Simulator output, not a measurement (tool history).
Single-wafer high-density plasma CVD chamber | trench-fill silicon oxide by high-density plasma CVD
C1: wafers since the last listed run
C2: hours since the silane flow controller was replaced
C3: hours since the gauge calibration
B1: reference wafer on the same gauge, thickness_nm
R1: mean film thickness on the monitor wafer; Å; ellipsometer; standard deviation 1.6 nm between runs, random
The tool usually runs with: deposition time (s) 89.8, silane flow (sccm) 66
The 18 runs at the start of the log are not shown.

Run 19, day 40.375: usual settings but deposition time (s) 102.8; C1 214; C2 3305.1; C3 107.4; B1 544.517. Result: R1 7129.08 Å.
Run 20, day 42.075: usual settings but deposition time (s) 85.1; C1 359; C2 3345.9; C3 148.2; B1 543.927. Result: R1 5894.40 Å.
Run 21, day 43.733: usual settings; C1 350; C2 3385.7; C3 188.0; B1 543.912. Result: R1 6234.50 Å.
Run 22, day 45.008: usual settings; C1 269; C2 3416.3; C3 218.6; B1 544.447. Result: R1 6222.77 Å.
Run 23, day 49.279: usual settings; C1 902; C2 3518.8; C3 321.1; B1 543.638. Result: R1 6210.22 Å.
Run 24, day 50.892: usual settings but deposition time (s) 78.0, silane flow (sccm) 74; C1 340; C2 3557.5; C3 359.8; B1 543.926. Result: R1 6049.57 Å.
At day 51.904: silane flow controller replaced.
Run 25, day 52.788: usual settings; C1 330; C2 21.2; C3 405.3; B1 544.037. Result: R1 6394.61 Å.
Run 26, day 55.188: usual settings but deposition time (s) 101.0, silane flow (sccm) 72; C1 507; C2 78.8; C3 462.9; B1 544.049. Result: R1 7853.76 Å.
Run 27, day 57.883: usual settings but deposition time (s) 104.0, silane flow (sccm) 56; C1 569; C2 143.5; C3 527.6; B1 543.743. Result: R1 6268.47 Å.
Run 28, day 59.904: usual settings but deposition time (s) 81.8, silane flow (sccm) 62; C1 427; C2 192.0; C3 576.1; B1 543.974. Result: R1 5442.65 Å.
Run 29, day 62.658: usual settings but deposition time (s) 103.0, silane flow (sccm) 57; C1 582; C2 258.1; C3 642.2; B1 543.626. Result: R1 6300.50 Å.
Run 30, day 64.829: usual settings but deposition time (s) 95.0; C1 458; C2 310.2; C3 694.3; B1 544.276. Result: R1 6770.91 Å.
Run 31, day 65.975: usual settings but deposition time (s) 94.1; C1 242; C2 337.7; C3 721.8; B1 544.080. Result: R1 6685.66 Å.
Run 32, day 68.254: usual settings but deposition time (s) 105.5, silane flow (sccm) 63; C1 481; C2 392.4; C3 776.5; B1 543.646. Result: R1 7144.50 Å.
At day 68.767: silane flow controller replaced, repeated, since the last time left the tool worse.
Run 33, day 69.275: usual settings but silane flow (sccm) 75; C1 145; C2 12.2; C3 801.0; B1 544.363. Result: R1 6841.63 Å.
Run 34, day 72.183: usual settings but deposition time (s) 81.5, silane flow (sccm) 72; C1 614; C2 82.0; C3 870.8; B1 544.191. Result: R1 6003.48 Å.
Run 35, day 73.638: usual settings but deposition time (s) 76.7, silane flow (sccm) 73; C1 307; C2 116.9; C3 905.7; B1 544.444. Result: R1 5753.80 Å.
Run 36, day 76.546: usual settings but deposition time (s) 98.5, silane flow (sccm) 60; C1 614; C2 186.7; C3 975.5; B1 543.396. Result: R1 6064.22 Å.
Run 37, day 78.667: usual settings but deposition time (s) 106.1; C1 448; C2 237.6; C3 1026.4; B1 543.785. Result: R1 7198.47 Å.
Run 38, day 80.167: usual settings but silane flow (sccm) 59; C1 317; C2 273.6; C3 1062.4; B1 543.487. Result: R1 5431.27 Å.
Run 39, day 81.267: usual settings but deposition time (s) 98.2; C1 232; C2 300.0; C3 1088.8; B1 544.356. Result: R1 6648.14 Å.

4 ways to go on from here, each from the tool as it stands after run 39. What would each give?
Run A, day 81.283: usual settings but silane flow (sccm) 79; C1 3; C2 300.4; C3 1089.2; B1 ?. Result: R1 ?.
Run B, day 81.283: usual settings but deposition time (s) 95.7, silane flow (sccm) 69; C1 3; C2 300.4; C3 1089.2; B1 ?. Result: R1 ?.
Run C, day 81.283: usual settings but deposition time (s) 83.9; C1 3; C2 300.4; C3 1089.2; B1 ?. Result: R1 ?.
Run D, day 81.283: usual settings but deposition time (s) 72.8, silane flow (sccm) 75; C1 3; C2 300.4; C3 1089.2; B1 ?. Result: R1 ?.

run       B1       R1
  A  543.451  7320.71
  B  543.451  6814.13
  C  543.451  5714.20
  D  543.451  5634.33
Had the tool no hidden state, the same runs would have come out as:
run       R1
  A  7292.35
  B  6787.74
  C  5692.06
  D  5612.50
